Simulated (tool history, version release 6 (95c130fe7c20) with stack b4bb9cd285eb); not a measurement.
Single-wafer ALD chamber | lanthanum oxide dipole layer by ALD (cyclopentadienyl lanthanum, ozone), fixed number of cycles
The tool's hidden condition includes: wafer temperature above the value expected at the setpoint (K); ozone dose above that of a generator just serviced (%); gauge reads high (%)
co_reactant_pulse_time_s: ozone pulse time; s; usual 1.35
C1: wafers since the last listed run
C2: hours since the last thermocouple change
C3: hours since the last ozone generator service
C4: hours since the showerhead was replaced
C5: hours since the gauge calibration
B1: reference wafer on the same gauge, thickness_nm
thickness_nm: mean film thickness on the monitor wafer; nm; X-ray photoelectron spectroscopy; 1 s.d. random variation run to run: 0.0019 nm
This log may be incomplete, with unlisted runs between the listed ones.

Run 1, hour 0: usual settings; C1 0; C2 678.8; C3 155.1; C4 4373.5; C5 652.1; B1 0.605. Result: thickness_nm 0.609 nm.
Run 2, hour 107.4: usual settings but co_reactant_pulse_time_s 1.63 s; C1 2472; C2 786.2; C3 262.5; C4 4480.9; C5 759.5; B1 0.605. Result: thickness_nm 0.64 nm.
Run 3, hour 172.8: usual settings but co_reactant_pulse_time_s 1.63 s; C1 1505; C2 851.6; C3 327.9; C4 4546.3; C5 824.9; B1 0.605. Result: thickness_nm 0.638 nm.
At hour 395.3: thermocouple changed; heater temperature recalibrated.
Run 4, hour 432.9: usual settings; C1 5804; C2 37.6; C3 588; C4 4806.4; C5 1085; B1 0.605. Result: thickness_nm 0.61 nm.
Run 5, hour 501: usual settings; C1 1567; C2 105.7; C3 656.1; C4 4874.5; C5 1153.1; B1 0.605. Result: thickness_nm 0.609 nm.
Run 6, hour 603: usual settings; C1 2348; C2 207.7; C3 758.1; C4 4976.5; C5 1255.1; B1 0.605. Result: thickness_nm 0.607 nm.
Run 7, hour 648.4: usual settings; C1 1045; C2 253.1; C3 803.5; C4 5021.9; C5 1300.5; B1 0.605. Result: thickness_nm 0.608 nm.
Run 8, hour 721.8: usual settings; C1 1689; C2 326.5; C3 876.9; C4 5095.3; C5 1373.9; B1 0.605. Result: thickness_nm 0.606 nm.
Run 9, hour 776.3: usual settings; C1 1254; C2 381; C3 931.4; C4 5149.8; C5 1428.4; B1 0.605. Result: thickness_nm 0.611 nm.
Run 10, hour 825.6: usual settings; C1 1135; C2 430.3; C3 980.7; C4 5199.1; C5 1477.7; B1 0.605. Result: thickness_nm 0.604 nm.
Run 11, hour 896.1: usual settings; C1 1623; C2 500.8; C3 1051.2; C4 5269.6; C5 1548.2; B1 0.604. Result: thickness_nm 0.607 nm.
Run 12, hour 965.3: usual settings; C1 1593; C2 570; C3 1120.4; C4 5338.8; C5 1617.4; B1 0.605. Result: thickness_nm 0.606 nm.
Run 13, hour 1057.8: usual settings but co_reactant_pulse_time_s 1.62 s; C1 2129; C2 662.5; C3 1212.9; C4 5431.3; C5 1709.9; B1 0.605. Result: thickness_nm 0.635 nm.
Run 14, hour 1122.2: usual settings but co_reactant_pulse_time_s 1.62 s; C1 1482; C2 726.9; C3 1277.3; C4 5495.7; C5 1774.3; B1 0.605. Result: thickness_nm 0.631 nm.
Run 15, hour 1198.1: usual settings but co_reactant_pulse_time_s 1.62 s; C1 1747; C2 802.8; C3 1353.2; C4 5571.6; C5 1850.2; B1 0.605. Result: thickness_nm 0.631 nm.
Run 16, hour 1258.2: usual settings but co_reactant_pulse_time_s 1.72 s; C1 1383; C2 862.9; C3 1413.3; C4 5631.7; C5 1910.3; B1 0.606. Result: thickness_nm 0.64 nm.
Run 17, hour 1318.9: usual settings; C1 1397; C2 923.6; C3 1474; C4 5692.4; C5 1971; B1 0.605. Result: thickness_nm 0.6 nm.
Run 18, hour 1416.4: usual settings; C1 2244; C2 1021.1; C3 1571.5; C4 5789.9; C5 2068.5; B1 0.605. Result: thickness_nm 0.602 nm.
Run 19, hour 1474: usual settings; C1 1326; C2 1078.7; C3 1629.1; C4 5847.5; C5 2126.1; B1 0.606. Result: thickness_nm 0.601 nm.
Run 20, hour 1513.6: usual settings but co_reactant_pulse_time_s 1.18 s; C1 911; C2 1118.3; C3 1668.7; C4 5887.1; C5 2165.7; B1 0.605. Result: thickness_nm 0.561 nm.
At hour 1548.5: ozone generator serviced.
Run 21, hour 1569.6: usual settings; C1 1105; C2 1174.3; C3 21.1; C4 5943.1; C5 2221.7; B1 0.605. Result: thickness_nm 0.613 nm.
At hour 1619.4: thermocouple changed; heater temperature recalibrated.
At hour 1726.4: showerhead replaced, of another model than before.
Run 22, hour 1810.2: usual settings but co_reactant_pulse_time_s 1.52 s; C1 5171; C2 190.8; C3 261.7; C4 83.8; C5 2462.3; B1 0.605. Result: thickness_nm 0.625 nm.
Run 23, hour 1863.4: usual settings but co_reactant_pulse_time_s 1.8 s; C1 1224; C2 244; C3 314.9; C4 137; C5 2515.5; B1 0.605. Result: thickness_nm 0.639 nm.
At hour 1909.7: gauge calibrated.
Run 24, hour 1956.2: usual settings but co_reactant_pulse_time_s 1.61 s; C1 2136; C2 336.8; C3 407.7; C4 229.8; C5 46.5; B1 0.605. Result: thickness_nm 0.627 nm.
Run 25, hour 2041.6: usual settings but co_reactant_pulse_time_s 0.98 s; C1 1966; C2 422.2; C3 493.1; C4 315.2; C5 131.9; B1 0.605. Result: thickness_nm 0.554 nm.
Run 26, hour 2123.5: usual settings but co_reactant_pulse_time_s 1.11 s; C1 1885; C2 504.1; C3 575; C4 397.1; C5 213.8; B1 0.605. Result: thickness_nm 0.579 nm.
Run 27, hour 2177.5: usual settings but co_reactant_pulse_time_s 0.88 s; C1 1243; C2 558.1; C3 629; C4 451.1; C5 267.8; B1 0.605. Result: thickness_nm 0.529 nm.
Run 28, hour 2225.2: usual settings but co_reactant_pulse_time_s 1.56 s; C1 1098; C2 605.8; C3 676.7; C4 498.8; C5 315.5; B1 0.605. Result: thickness_nm 0.628 nm.
Run 29, hour 2317.3: usual settings but co_reactant_pulse_time_s 1.14 s; C1 2120; C2 697.9; C3 768.8; C4 590.9; C5 407.6; B1 0.605. Result: thickness_nm 0.58 nm.
Run 30, hour 2412.4: usual settings but co_reactant_pulse_time_s 1.76 s; C1 2189; C2 793; C3 863.9; C4 686; C5 502.7; B1 0.605. Result: thickness_nm 0.637 nm.
Run 31, hour 2471.4: usual settings but co_reactant_pulse_time_s 1.83 s; C1 1358; C2 852; C3 922.9; C4 745; C5 561.7; B1 0.604. Result: thickness_nm 0.641 nm.
Run 32, hour 2532.1: usual settings but co_reactant_pulse_time_s 1.09 s; C1 1397; C2 912.7; C3 983.6; C4 805.7; C5 622.4; B1 0.605. Result: thickness_nm 0.576 nm.
At hour 2573.8: thermocouple changed; heater temperature recalibrated.
Run 33, hour 2628.7: usual settings; C1 2039; C2 54.9; C3 1080.2; C4 902.3; C5 719; B1 0.605. Result: thickness_nm 0.605 nm.

Each row is a separate what-if for the run after 33, all from the same tool condition, not one after another. Results?
Run A, hour 2629.1: usual settings but co_reactant_pulse_time_s 1.69 s; C1 9; C2 55.3; C3 1080.6; C4 902.7; C5 719.4; B1 ?. Result: thickness_nm ?.
Run B, hour 2629.1: usual settings but co_reactant_pulse_time_s 1.55 s; C1 9; C2 55.3; C3 1080.6; C4 902.7; C5 719.4; B1 ?. Result: thickness_nm ?.
Run C, hour 2629.1: usual settings but co_reactant_pulse_time_s 0.83 s; C1 9; C2 55.3; C3 1080.6; C4 902.7; C5 719.4; B1 ?. Result: thickness_nm ?.
Run D, hour 2629.1: usual settings but co_reactant_pulse_time_s 1.79 s; C1 9; C2 55.3; C3 1080.6; C4 902.7; C5 719.4; B1 ?. Result: thickness_nm ?.
Run E, hour 2629.1: usual settings but co_reactant_pulse_time_s 1.03 s; C1 9; C2 55.3; C3 1080.6; C4 902.7; C5 719.4; B1 ?. Result: thickness_nm ?.

run     B1  thickness_nm
  A  0.605         0.637
  B  0.605         0.629
  C  0.605         0.511
  D  0.605         0.641
  E  0.605         0.564
Stripped of hidden state, with their random variation kept, the same runs would have yielded:
run  thickness_nm
  A         0.639
  B         0.631
  C         0.518
  D         0.643
  E         0.569
